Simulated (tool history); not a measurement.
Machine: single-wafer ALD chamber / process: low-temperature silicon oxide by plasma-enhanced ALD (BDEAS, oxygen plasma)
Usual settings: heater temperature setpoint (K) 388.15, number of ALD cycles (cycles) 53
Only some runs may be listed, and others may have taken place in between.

run	day	heater temperature setpoint (K)	number of ALD cycles (cycles)	read-back reference wafer on the same gauge, thickness_nm	mean film thickness on the monitor wafer (Å)
1	0	398.15	50	5.712	64.05
2	4.525	398.15	50	5.706	64.27
3	7.204	388.15	53	5.693	68.83
4	9.542	388.15	53	5.683	69.2
5	10.654	388.15	53	5.686	68.94
6	12.108	388.15	53	5.663	68.92
7	13.358	388.15	53	5.656	68.46
8	15.392	388.15	53	5.65	68.4
9	17.762	388.15	53	5.641	68.52
10	18.788	388.15	49	5.632	63.32
11	21.292	388.15	45	5.617	57.68
12	23.279	388.15	45	5.586	57.79
13	24.712	388.15	53	5.594	68.09
# day 29.296: gauge calibrated
14	31.625	388.15	53	5.696	69.57
15	33.792	398.15	53	5.692	67.73
16	35.625	398.15	53	5.687	68.15
17	38.475	388.15	53	5.691	69.27
18	39.55	388.15	53	5.692	69.47
# day 40.358: thermocouple changed; heater temperature recalibrated
19	42.067	398.15	49	5.669	62.52
20	43.746	388.15	53	5.679	69.16
21	45.212	403.15	53	5.666	67.43
22	47.446	397.15	48	5.656	60.73
23	50.017	395.15	48	5.644	60.89
24	51.717	383.15	48	5.643	62.17
25	53.321	388.15	46	5.624	59.61
26	54.438	388.15	53	5.614	67.58
27	55.983	401.15	60	5.609	74.73
28	57.142	380.15	60	5.595	78.77
29	59.05	388.15	53	5.583	67.69
30	60.417	388.15	53	5.575	67.64
31	61.538	399.15	53	5.569	66.92
32	64.308	388.15	53	5.536	67.2
33	65.521	402.15	61	5.524	75.99
34	67.279	388.15	53	5.509	66.9
35	69.704	388.15	53	5.482	66.05
36	72.25	403.15	56	5.462	68.24
# day 73.662: gauge calibrated
37	75.117	402.15	50	5.662	63.54

What if the next run were any one of these 4? Each begins from the tool's condition after run 37:
A	75.138	388.15	53	?	?
B	75.138	388.15	62	?	?
C	75.138	395.15	44	?	?
D	75.138	379.15	45	?	?

run	read-back reference wafer on the same gauge, thickness_nm	mean film thickness on the monitor wafer (Å)
A	5.664	68.81
B	5.664	80.5
C	5.664	56.47
D	5.664	59.29
Without the tool's hidden state the same runs would have given:
run	mean film thickness on the monitor wafer (Å)
A	69.17
B	80.91
C	56.76
D	59.6
